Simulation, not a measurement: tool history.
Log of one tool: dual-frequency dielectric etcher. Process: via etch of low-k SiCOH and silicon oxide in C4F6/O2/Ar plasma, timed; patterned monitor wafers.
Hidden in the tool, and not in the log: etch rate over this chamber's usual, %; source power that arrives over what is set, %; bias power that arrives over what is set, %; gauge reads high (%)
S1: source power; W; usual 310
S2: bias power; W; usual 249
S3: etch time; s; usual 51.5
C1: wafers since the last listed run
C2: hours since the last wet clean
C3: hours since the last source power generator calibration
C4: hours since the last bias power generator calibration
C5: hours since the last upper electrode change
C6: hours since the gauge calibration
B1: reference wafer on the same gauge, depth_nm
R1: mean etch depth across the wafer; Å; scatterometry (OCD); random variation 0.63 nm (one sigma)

run     day   S1   S2    S3    C1     C2      C3      C4     C5      C6     B1    R1
  1   0.000  310  205  42.0     0  485.8  4405.3  3676.0    0.8   936.1  172.1  1203
  2   0.742  310  249  51.5   208  503.6  4423.1  3693.8   18.6   953.9  172.0  1559
      2.200  -- bias power generator calibrated
  3   2.221  310  249  51.5   369  539.1  4458.6     0.5   54.1   989.4  172.5  1573
      3.996  -- wet clean of the chamber
  4   4.017  310  249  51.5   224    0.5  4501.7    43.6   97.2  1032.5  172.5  1577
  5   4.033  310  249  51.5     4    0.9  4502.1    44.0   97.6  1032.9  172.9  1579
  6   4.433  310  249  51.5   112   10.5  4511.7    53.6  107.2  1042.5  172.6  1573
  7   8.071  340  249  51.5  1024   97.8  4599.0   140.9  194.5  1129.8  173.0  1652
  8   8.754  250  265  57.0   192  114.2  4615.4   157.3  210.9  1146.2  173.4  1630
  9   9.654  310  249  51.5   253  135.8  4637.0   178.9  232.5  1167.8  173.6  1587
     10.058  -- source power generator calibrated
 10  10.188  230  198  51.5   103  148.6     3.1   191.7  245.3  1180.6  173.9  1277
 11  11.079  380  220  51.5   251  170.0    24.5   213.1  266.7  1202.0  173.9  1662
 12  12.192  310  249  51.5   313  196.7    51.2   239.8  293.4  1228.7  174.0  1586
 13  13.546  280  205  45.5   381  229.2    83.7   272.3  325.9  1261.2  174.0  1258
 14  14.854  360  249  51.5   368  260.6   115.1   303.7  357.3  1292.6  174.2  1694
 15  15.725  290  192  66.5   245  281.5   136.0   324.6  378.2  1313.5  174.5  1842
 16  16.733  310  213  44.5   283  305.7   160.2   348.8  402.4  1337.7  174.8  1311
     16.754  -- gauge calibrated
 17  18.021  340  278  57.0   362  336.6   191.1   379.7  433.3    30.4  168.7  1832
 18  18.754  340  249  46.0   206  354.2   208.7   397.3  450.9    48.0  168.8  1439
 19  19.867  310  230  51.5   313  380.9   235.4   424.0  477.6    74.7  168.8  1499
 20  20.383  310  211  37.0   145  393.3   247.8   436.4  490.0    87.1  169.2  1046
 21  21.762  350  292  51.5   388  426.4   280.9   469.5  523.1   120.2  169.3  1712
 22  22.958  310  249  51.5   336  455.1   309.6   498.2  551.8   148.9  169.5  1551
 23  24.279  310  249  40.5   371  486.8   341.3   529.9  583.5   180.6  169.6  1214
 24  25.433  370  217  51.5   325  514.5   369.0   557.6  611.2   208.3  169.9  1609
 25  26.867  310  199  45.5   403  548.9   403.4   592.0  645.6   242.7  170.2  1272
 26  27.567  240  193  36.5   197  565.7   420.2   608.8  662.4   259.5  170.5   896
 27  29.062  380  215  41.5   421  601.6   456.1   644.7  698.3   295.4  170.8  1318
 28  30.375  380  269  45.5   369  633.1   487.6   676.2  729.8   326.9  170.5  1541
 29  31.396  350  292  51.5   287  657.6   512.1   700.7  754.3   351.4  170.8  1746
     33.504  -- wet clean of the chamber
 30  33.525  310  249  40.5   317    0.5   563.2   751.8  805.4   402.5  171.1  1222

What the log doesn't show, run by run:
etch rate over this chamber's usual, %: 0 in every run
source power that arrives over what is set, %: 0 in every run
bias power that arrives over what is set, %: 0 in every run
H1: gauge reads high (%)
run    H1
  1  3.03
  2   3.1
  3  3.23
  4   3.4
  5   3.4
  6  3.44
  7  3.77
  8  3.83
  9  3.92
 10  3.97
 11  4.05
 12  4.15
 13  4.27
 14   4.4
 15  4.48
 16  4.57
 17  1.06
 18  1.13
 19  1.23
 20  1.28
 21   1.4
 22  1.51
 23  1.63
 24  1.74
 25  1.87
 26  1.94
 27  2.07
 28  2.19
 29  2.29
 30  2.48
